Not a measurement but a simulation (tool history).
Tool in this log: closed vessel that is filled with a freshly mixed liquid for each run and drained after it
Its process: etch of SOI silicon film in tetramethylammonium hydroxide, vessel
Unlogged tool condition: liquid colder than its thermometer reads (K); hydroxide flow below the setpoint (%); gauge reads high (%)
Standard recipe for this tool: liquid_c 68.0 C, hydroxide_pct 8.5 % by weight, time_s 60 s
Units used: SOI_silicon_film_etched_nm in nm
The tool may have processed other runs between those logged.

run,hour,liquid_c,hydroxide_pct,time_s,wafers since the last listed run,hours since the thermometer was replaced,hours since the hydroxide flow meter was replaced,hours since the gauge calibration,"read-back film thickness of the SOI silicon film reference wafer, read on the same gauge (nm)",SOI_silicon_film_etched_nm
1,0.0,68.0,8.5,60,0,1241.3,312.7,79.6,69.99,378.52
2,16.8,68.0,8.5,60,1244,1258.1,329.5,96.4,70.00,379.18
3,26.1,68.0,8.5,60,689,1267.4,338.8,105.7,70.01,379.41
4,38.1,68.0,8.5,60,889,1279.4,350.8,117.7,69.95,379.57
5,49.8,68.0,8.5,60,867,1291.1,362.5,129.4,70.00,381.78
6,63.6,68.0,8.5,60,1022,1304.9,376.3,143.2,70.01,380.95
7,74.1,68.0,8.5,60,778,1315.4,386.8,153.7,70.01,383.93
# hour 82.7: thermometer replaced
8,85.7,68.0,8.0,60,785,3.0,398.4,165.3,70.06,389.41
9,93.2,68.0,6.5,80,555,10.5,405.9,172.8,70.02,542.89
# hour 95.7: hydroxide flow meter replaced
# hour 100.2: gauge calibrated
10,105.0,62.5,9.5,70,800,22.3,9.3,4.8,70.01,294.97
11,116.2,65.0,6.0,30,829,33.5,20.5,16.0,70.00,169.74
12,126.3,68.0,8.5,60,748,43.6,30.6,26.1,70.04,370.96
13,133.5,64.5,6.5,75,533,50.8,37.8,33.3,70.01,403.34
14,171.6,68.0,8.5,35,2823,88.9,75.9,71.4,70.01,217.18

Consider 4 possible next runs. They are alternatives, not a sequence: every one starts from the tool as it was left by run 14. What does each give?
A,172.3,68.0,8.5,60,51,89.6,76.6,72.1,?,?
B,172.3,68.0,6.0,50,51,89.6,76.6,72.1,?,?
C,172.3,64.0,8.5,60,51,89.6,76.6,72.1,?,?
D,172.3,65.5,6.0,80,51,89.6,76.6,72.1,?,?

run,"read-back film thickness of the SOI silicon film reference wafer, read on the same gauge (nm)",SOI_silicon_film_etched_nm
A,70.01,370.68
B,70.01,338.23
C,70.01,291.47
D,70.01,465.98
Stripped of hidden state, with their random variation kept, the same runs would have yielded:
run,SOI_silicon_film_etched_nm
A,366.80
B,335.95
C,288.42
D,462.84

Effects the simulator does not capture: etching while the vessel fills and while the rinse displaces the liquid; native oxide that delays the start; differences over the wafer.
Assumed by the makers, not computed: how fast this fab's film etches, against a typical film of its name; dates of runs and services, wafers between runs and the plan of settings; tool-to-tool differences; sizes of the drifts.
